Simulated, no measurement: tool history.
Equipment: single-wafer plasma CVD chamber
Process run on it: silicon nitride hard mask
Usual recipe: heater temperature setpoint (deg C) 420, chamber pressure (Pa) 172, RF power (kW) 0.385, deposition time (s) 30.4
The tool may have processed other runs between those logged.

| run | hour | heater temperature setpoint (deg C) | chamber pressure (Pa) | RF power (kW) | deposition time (s) | read-back reference wafer on the same gauge, thickness_nm | mean film thickness on the monitor wafer (Å) |
|---|---|---|---|---|---|---|---|
| 1 | 0 | 420 | 161 | 0.385 | 30.4 | 43.774 | 364.33 |
| 2 | 32.8 | 420 | 172 | 0.385 | 30.4 | 43.8 | 373.66 |
| 3 | 59.8 | 410 | 172 | 0.385 | 31.6 | 43.787 | 389.46 |
| 4 | 84.6 | 410 | 172 | 0.385 | 31.6 | 43.808 | 389.73 |
|  | 104.2 | capacitance manometer re-zeroed and calibrated |
| 5 | 124 | 410 | 172 | 0.385 | 31.6 | 43.824 | 389.91 |
|  | 155.4 | RF generator calibrated |
| 6 | 155.9 | 420 | 149 | 0.385 | 30.4 | 43.807 | 372.48 |
|  | 160.2 | gauge calibrated |
| 7 | 169.5 | 420 | 172 | 0.385 | 30.4 | 43.795 | 392.12 |
| 8 | 200.3 | 428 | 172 | 0.385 | 30.4 | 43.808 | 390.22 |
|  | 231.5 | thermocouple changed; heater temperature recalibrated |
| 9 | 233 | 420 | 172 | 0.44 | 28.8 | 43.808 | 407.07 |
| 10 | 253.9 | 420 | 172 | 0.385 | 30.4 | 43.794 | 391.55 |
|  | 266.1 | showerhead replaced |
| 11 | 276 | 420 | 172 | 0.425 | 30.4 | 43.795 | 419.71 |
| 12 | 301.7 | 409 | 204 | 0.385 | 28.1 | 43.795 | 385.85 |
| 13 | 324.3 | 420 | 156 | 0.345 | 30.4 | 43.801 | 347.55 |
| 14 | 340.5 | 420 | 172 | 0.385 | 30.4 | 43.811 | 390.25 |

Consider 5 possible next runs. They are alternatives, not a sequence: every one starts from the tool as it was left by run 14. What does each give?
| A | 340.9 | 420 | 172 | 0.385 | 30.4 | ? | ? |
| B | 340.9 | 431 | 193 | 0.36 | 30.4 | ? | ? |
| C | 340.9 | 420 | 155 | 0.315 | 30.4 | ? | ? |
| D | 340.9 | 427 | 172 | 0.355 | 27.6 | ? | ? |
| E | 340.9 | 409 | 157 | 0.36 | 30.4 | ? | ? |

| run | read-back reference wafer on the same gauge, thickness_nm | mean film thickness on the monitor wafer (Å) |
|---|---|---|
| A | 43.811 | 390.84 |
| B | 43.811 | 385.47 |
| C | 43.811 | 322.24 |
| D | 43.811 | 333.07 |
| E | 43.811 | 361.79 |
Stripped of hidden state, with their random variation kept, the same runs would have yielded:
| run | mean film thickness on the monitor wafer (Å) |
|---|---|
| A | 394.47 |
| B | 389.05 |
| C | 325.41 |
| D | 336.16 |
| E | 365.15 |
